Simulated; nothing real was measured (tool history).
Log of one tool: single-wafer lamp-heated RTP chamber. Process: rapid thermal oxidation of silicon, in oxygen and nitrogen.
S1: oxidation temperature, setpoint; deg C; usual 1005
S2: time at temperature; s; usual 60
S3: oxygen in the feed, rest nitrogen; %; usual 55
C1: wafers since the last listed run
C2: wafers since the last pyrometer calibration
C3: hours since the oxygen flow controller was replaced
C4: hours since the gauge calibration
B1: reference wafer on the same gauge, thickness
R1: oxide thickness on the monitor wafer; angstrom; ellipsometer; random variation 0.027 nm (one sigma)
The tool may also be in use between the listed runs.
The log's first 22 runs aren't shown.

Run 23, hour 297.9: usual settings but S2 45 s; C1 101; C2 788; C3 90.7; C4 396.9; B1 3.878. Result: R1 41.23 angstrom.
At hour 305.8: gauge calibrated.
Run 24, hour 311.5: usual settings but S2 35 s, S3 82 %; C1 118; C2 906; C3 104.3; C4 5.7; B1 3.871. Result: R1 42.08 angstrom.
Run 25, hour 324.2: usual settings; C1 110; C2 1017; C3 117; C4 18.4; B1 3.885. Result: R1 46.13 angstrom.
Run 26, hour 340.7: usual settings but S1 979 deg C; C1 143; C2 1161; C3 133.5; C4 34.9; B1 3.868. Result: R1 39.02 angstrom.
Run 27, hour 358.2: usual settings; C1 152; C2 1313; C3 151; C4 52.4; B1 3.86. Result: R1 46.93 angstrom.
Run 28, hour 371.2: usual settings but S1 1032 deg C, S2 82 s, S3 69 %; C1 113; C2 1426; C3 164; C4 65.4; B1 3.86. Result: R1 70.1 angstrom.
Run 29, hour 387.6: usual settings but S2 89 s; C1 142; C2 1569; C3 180.4; C4 81.8; B1 3.875. Result: R1 55.21 angstrom.
Run 30, hour 401.4: usual settings but S1 986 deg C, S2 49 s, S3 41 %; C1 120; C2 1689; C3 194.2; C4 95.6; B1 3.867. Result: R1 34.64 angstrom.

Forecast each of these 4 alternatives for the next run:
Run A, hour 401.8: usual settings but S3 74 %; C1 3; C2 1693; C3 194.6; C4 96; B1 ?. Result: R1 ?.
Run B, hour 401.8: usual settings but S1 1033 deg C, S2 69 s, S3 66 %; C1 3; C2 1693; C3 194.6; C4 96; B1 ?. Result: R1 ?.
Run C, hour 401.8: usual settings but S1 1033 deg C, S2 35 s, S3 41 %; C1 3; C2 1693; C3 194.6; C4 96; B1 ?. Result: R1 ?.
Run D, hour 401.8: usual settings but S1 979 deg C, S2 79 s, S3 68 %; C1 3; C2 1693; C3 194.6; C4 96; B1 ?. Result: R1 ?.

run     B1     R1
  A  3.867     52
  B  3.867  64.79
  C  3.867  41.14
  D  3.867  47.16
Without the tool's hidden state the same runs would have given:
run     R1
  A  51.51
  B   64.2
  C  40.79
  D  46.71

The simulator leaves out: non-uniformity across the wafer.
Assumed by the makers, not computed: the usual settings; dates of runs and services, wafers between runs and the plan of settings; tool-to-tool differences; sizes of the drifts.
